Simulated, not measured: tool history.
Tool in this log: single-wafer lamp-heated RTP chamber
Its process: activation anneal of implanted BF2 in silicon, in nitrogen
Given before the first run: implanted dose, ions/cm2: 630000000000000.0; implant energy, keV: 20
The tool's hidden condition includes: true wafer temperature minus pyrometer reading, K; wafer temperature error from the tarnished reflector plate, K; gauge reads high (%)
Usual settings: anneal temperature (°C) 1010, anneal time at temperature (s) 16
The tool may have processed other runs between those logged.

run,hour,anneal temperature (°C),anneal time at temperature (s),wafers since the last listed run,wafers since the last pyrometer calibration,wafers since the reflector plate was cleaned,hours since the gauge calibration,"read-back reference wafer on the same gauge, sheet resistance",sheet resistance of the implanted and annealed layer (ohm/square)
1,0,1010,16,0,2265,2768,339.9,194,230.69
2,14.3,1010,16,185,2451,2954,354.2,194.42,230.07
# hour 28.5: pyrometer window cleaned and pyrometer calibrated
3,29,1000,12,86,6,3041,368.9,194.34,241.37
4,51.2,1010,16,288,294,3329,391.1,194.06,230.37
5,72.2,1010,16,272,567,3602,412.1,194.02,229.66
6,91.8,1010,16,254,821,3856,431.7,194.04,230.14
7,111.9,1023,16,260,1082,4117,451.8,193.69,224.29
8,126.6,1010,16,190,1272,4308,466.5,193.93,231.75
9,147.3,1010,16,268,1541,4576,487.2,194.01,228.71
10,177.6,1010,16,393,1934,4969,517.5,193.58,230.54
11,205.8,1027,18,365,2300,5335,545.7,193.92,217.95
# hour 246.5: pyrometer window cleaned and pyrometer calibrated
12,302.6,1027,18,1152,728,6488,642.5,194.51,216.44
13,329.2,1027,18,345,1073,6833,669.1,193.78,216.84
14,342.6,1010,19,173,1247,7007,682.5,193.97,226.43
15,356.1,1010,19,175,1422,7182,696,193.69,225.62
16,396.4,1010,12,522,1945,7705,736.3,194.03,231.32
17,413.1,988,20,216,2162,7922,753,193.98,239.5
18,434.9,1010,16,282,2444,8205,774.8,194.38,228.5
19,468.5,1024,16,436,2880,8641,808.4,194.05,219.44
# hour 492.5: pyrometer window cleaned and pyrometer calibrated
20,493,1024,8,214,5,8855,832.9,194.23,228.85
21,513.5,1035,12,266,271,9121,853.4,194.23,217.6
22,538,984,20,317,589,9439,877.9,194.38,242.11
23,570.6,988,7,423,1012,9862,910.5,193.73,257.47
24,604.5,1034,13,439,1452,10302,944.4,193.97,215.79
# hour 621: gauge calibrated
25,640.4,1010,16,465,1918,10768,19.4,193.92,226.14
26,652.7,1025,21,159,2078,10927,31.7,193.86,215.83
# hour 663.5: reflector plate cleaned
27,676.4,996,10,203,2282,167,55.4,194.41,248.63
28,700.7,1035,16,315,2597,482,79.7,193.77,214.6
# hour 712.8: pyrometer window cleaned and pyrometer calibrated
29,762.8,987,21,702,648,1185,141.8,194.18,245.44
30,777.6,1019,9,192,840,1377,156.6,193.84,232.63
31,795.3,1010,16,229,1070,1606,174.3,194.23,230.48
32,826.1,999,19,399,1469,2006,205.1,194.11,238.04
# hour 916.7: pyrometer window cleaned and pyrometer calibrated
33,918.9,1000,16,1100,28,3106,297.9,194.27,238.25
34,946.7,1010,22,360,389,3467,325.7,194.02,226.78
35,974.1,986,9,355,745,3823,353.1,194.22,261.06
36,1010.1,1010,16,467,1212,4290,389.1,194.03,229.29

Exercise: give the hidden state of the tool at every run:
true wafer temperature minus pyrometer reading, K: 0, the same for each run
gauge reads high (%): 0, the same for each run
H1: wafer temperature error from the tarnished reflector plate, K
run,H1
1,1.44
2,1.5
3,1.56
4,1.66
5,1.77
6,1.87
7,1.99
8,2.08
9,2.21
10,2.41
11,2.62
12,3.43
13,3.68
14,3.82
15,3.95
16,4.38
17,4.56
18,4.81
19,5.21
20,5.51
21,5.77
22,6.1
23,6.54
24,7.03
25,7.56
26,7.75
27,0.629
28,0.64
29,0.715
30,0.743
31,0.781
32,0.861
33,1.2
34,1.34
35,1.48
36,1.69
